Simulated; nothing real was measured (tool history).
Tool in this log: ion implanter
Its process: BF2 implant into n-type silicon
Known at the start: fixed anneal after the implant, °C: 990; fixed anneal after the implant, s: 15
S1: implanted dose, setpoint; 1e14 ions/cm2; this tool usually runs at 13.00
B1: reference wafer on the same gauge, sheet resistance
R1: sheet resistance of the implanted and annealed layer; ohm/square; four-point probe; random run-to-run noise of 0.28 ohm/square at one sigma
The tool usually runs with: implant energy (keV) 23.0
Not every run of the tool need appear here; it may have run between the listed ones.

{"run": 1, "day": 0.0, "S1": 14.21, "implant energy (keV)": 26.0, "B1": 149.96, "R1": 172.19}
{"run": 2, "day": 0.408, "S1": 14.21, "implant energy (keV)": 26.0, "B1": 150.01, "R1": 172.89}
{"run": 3, "day": 1.146, "S1": 13.0, "implant energy (keV)": 23.0, "B1": 150.04, "R1": 187.35}
{"run": 4, "day": 1.696, "S1": 13.0, "implant energy (keV)": 23.0, "B1": 149.95, "R1": 186.15}
{"run": 5, "day": 2.95, "S1": 13.0, "implant energy (keV)": 23.0, "B1": 149.97, "R1": 186.56}
{"run": 6, "day": 3.6, "S1": 12.0, "implant energy (keV)": 23.0, "B1": 150.0, "R1": 189.61}
{"run": 7, "day": 4.212, "S1": 12.0, "implant energy (keV)": 23.0, "B1": 150.0, "R1": 189.44}
{"run": 8, "day": 4.554, "S1": 12.0, "implant energy (keV)": 23.0, "B1": 149.98, "R1": 189.39}
{"run": 9, "day": 5.179, "S1": 13.0, "implant energy (keV)": 23.0, "B1": 150.02, "R1": 186.82}
{"run": 10, "day": 5.825, "S1": 15.68, "implant energy (keV)": 23.0, "B1": 150.02, "R1": 181.76}
{"day": 6.525, "done": "Faraday cup replaced and dose calibrated"}
{"run": 11, "day": 6.546, "S1": 15.6, "implant energy (keV)": 23.0, "B1": 149.93, "R1": 182.01}
{"run": 12, "day": 6.646, "S1": 15.6, "implant energy (keV)": 23.0, "B1": 150.08, "R1": 181.92}
{"run": 13, "day": 7.138, "S1": 13.0, "implant energy (keV)": 23.0, "B1": 149.97, "R1": 186.68}
{"run": 14, "day": 7.471, "S1": 13.0, "implant energy (keV)": 23.0, "B1": 150.02, "R1": 186.67}
{"run": 15, "day": 7.942, "S1": 13.0, "implant energy (keV)": 23.0, "B1": 150.0, "R1": 186.69}
{"run": 16, "day": 8.642, "S1": 15.49, "implant energy (keV)": 26.0, "B1": 149.95, "R1": 170.11}
{"run": 17, "day": 9.046, "S1": 9.58, "implant energy (keV)": 17.0, "B1": 150.03, "R1": 229.4}
{"run": 18, "day": 9.5, "S1": 13.0, "implant energy (keV)": 23.0, "B1": 150.04, "R1": 186.87}
{"run": 19, "day": 9.788, "S1": 11.34, "implant energy (keV)": 23.0, "B1": 150.0, "R1": 191.04}
{"run": 20, "day": 10.3, "S1": 16.79, "implant energy (keV)": 16.0, "B1": 149.99, "R1": 215.93}
{"run": 21, "day": 10.704, "S1": 16.19, "implant energy (keV)": 29.5, "B1": 150.0, "R1": 157.95}
{"day": 11.404, "done": "extraction supply calibrated"}
{"run": 22, "day": 11.425, "S1": 11.48, "implant energy (keV)": 20.5, "B1": 149.97, "R1": 202.03}
{"run": 23, "day": 11.767, "S1": 13.0, "implant energy (keV)": 27.0, "B1": 149.96, "R1": 171.56}
{"run": 24, "day": 12.304, "S1": 13.0, "implant energy (keV)": 23.0, "B1": 149.97, "R1": 186.47}
{"day": 13.412, "done": "gauge calibrated"}
{"run": 25, "day": 13.467, "S1": 13.0, "implant energy (keV)": 23.0, "B1": 150.0, "R1": 187.13}
{"run": 26, "day": 14.058, "S1": 11.77, "implant energy (keV)": 16.5, "B1": 150.01, "R1": 224.85}
{"run": 27, "day": 14.696, "S1": 11.97, "implant energy (keV)": 17.5, "B1": 150.01, "R1": 217.83}
{"run": 28, "day": 15.046, "S1": 14.04, "implant energy (keV)": 26.0, "B1": 150.03, "R1": 173.05}
{"run": 29, "day": 15.667, "S1": 13.0, "implant energy (keV)": 23.0, "B1": 149.96, "R1": 186.81}
{"run": 30, "day": 16.021, "S1": 13.0, "implant energy (keV)": 23.0, "B1": 149.99, "R1": 186.69}
{"run": 31, "day": 16.625, "S1": 13.0, "implant energy (keV)": 23.0, "B1": 149.96, "R1": 187.02}
{"run": 32, "day": 17.067, "S1": 14.81, "implant energy (keV)": 23.0, "B1": 150.02, "R1": 183.83}
{"run": 33, "day": 17.354, "S1": 11.03, "implant energy (keV)": 29.5, "B1": 150.05, "R1": 170.2}
{"run": 34, "day": 17.942, "S1": 13.0, "implant energy (keV)": 23.0, "B1": 150.01, "R1": 187.21}
{"run": 35, "day": 18.196, "S1": 13.0, "implant energy (keV)": 23.0, "B1": 149.99, "R1": 186.65}
{"run": 36, "day": 18.871, "S1": 12.0, "implant energy (keV)": 23.0, "B1": 149.99, "R1": 189.76}
{"run": 37, "day": 19.408, "S1": 10.62, "implant energy (keV)": 17.0, "B1": 149.96, "R1": 224.45}

4 options for the next run, each taken on its own from the tool as it stands now. Forecast them:
{"run": "A", "day": 19.425, "S1": 9.62, "implant energy (keV)": 23.0, "B1": "?", "R1": "?"}
{"run": "B", "day": 19.425, "S1": 10.26, "implant energy (keV)": 17.0, "B1": "?", "R1": "?"}
{"run": "C", "day": 19.425, "S1": 14.04, "implant energy (keV)": 18.5, "B1": "?", "R1": "?"}
{"run": "D", "day": 19.425, "S1": 9.54, "implant energy (keV)": 20.0, "B1": "?", "R1": "?"}

run=A B1=150.00 R1=198.30
run=B B1=150.00 R1=226.16
run=C B1=150.00 R1=206.65
run=D B1=150.00 R1=212.44
Without the tool's unlogged condition, the same runs would have read:
run=A R1=198.30
run=B R1=226.16
run=C R1=206.65
run=D R1=212.44
